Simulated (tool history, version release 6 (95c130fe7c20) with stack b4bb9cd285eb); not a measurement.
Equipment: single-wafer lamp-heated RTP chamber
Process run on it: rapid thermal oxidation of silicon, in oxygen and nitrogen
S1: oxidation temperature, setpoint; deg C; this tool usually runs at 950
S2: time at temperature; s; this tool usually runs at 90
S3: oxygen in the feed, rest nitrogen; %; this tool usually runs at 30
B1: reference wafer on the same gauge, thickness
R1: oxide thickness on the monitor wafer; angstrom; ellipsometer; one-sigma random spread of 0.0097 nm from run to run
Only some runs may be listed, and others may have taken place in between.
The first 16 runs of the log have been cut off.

run 17 hour=525.3 | S1=950 S2=90 S3=30 | B1=2.938 | R1=35.63
run 18 hour=546.5 | S1=950 S2=90 S3=30 | B1=2.941 | R1=35.91
run 19 hour=571.1 | S1=928 S2=90 S3=30 | B1=2.94 | R1=31.77
-- hour=596.3 pyrometer window cleaned and pyrometer calibrated, repeated, since the last time left the tool worse
run 20 hour=597.2 | S1=950 S2=90 S3=30 | B1=2.939 | R1=34.07
run 21 hour=616.8 | S1=980 S2=113 S3=30 | B1=2.939 | R1=44.91
run 22 hour=649.7 | S1=959 S2=120 S3=17 | B1=2.939 | R1=34.61
-- hour=673.8 oxygen flow controller replaced
run 23 hour=682.5 | S1=962 S2=78 S3=22 | B1=2.938 | R1=32.63
run 24 hour=702.6 | S1=950 S2=110 S3=51 | B1=2.938 | R1=43.03
run 25 hour=726.6 | S1=965 S2=102 S3=57 | B1=2.944 | R1=48.19
run 26 hour=750.6 | S1=950 S2=90 S3=30 | B1=2.939 | R1=34.37
run 27 hour=782.6 | S1=976 S2=90 S3=17 | B1=2.945 | R1=34.72
run 28 hour=807.5 | S1=950 S2=90 S3=30 | B1=2.94 | R1=34.6
run 29 hour=820.2 | S1=950 S2=90 S3=30 | B1=2.936 | R1=34.66
run 30 hour=854.1 | S1=925 S2=90 S3=17 | B1=2.939 | R1=27.8
run 31 hour=869.8 | S1=940 S2=90 S3=30 | B1=2.939 | R1=32.79
run 32 hour=895.9 | S1=950 S2=69 S3=30 | B1=2.939 | R1=31.84
run 33 hour=911.9 | S1=950 S2=90 S3=58 | B1=2.94 | R1=41.7
-- hour=934 gauge calibrated
run 34 hour=977.3 | S1=950 S2=117 S3=30 | B1=2.94 | R1=38.23

Each row is a separate what-if for the run after 34, all from the same tool condition, not one after another. Results?
run A hour=977.7 | S1=930 S2=90 S3=30 | B1=? | R1=?
run B hour=977.7 | S1=958 S2=90 S3=30 | B1=? | R1=?
run C hour=977.7 | S1=963 S2=90 S3=17 | B1=? | R1=?
run D hour=977.7 | S1=950 S2=123 S3=30 | B1=? | R1=?
run E hour=977.7 | S1=930 S2=90 S3=17 | B1=? | R1=?

run=A B1=2.939 R1=31.23
run=B B1=2.939 R1=36.41
run=C B1=2.939 R1=32.57
run=D B1=2.939 R1=38.9
run=E B1=2.939 R1=28.25
Had the tool no hidden state, the same runs would have come out as:
run=A R1=30.71
run=B R1=35.67
run=C R1=32.03
run=D R1=38.07
run=E R1=27.91
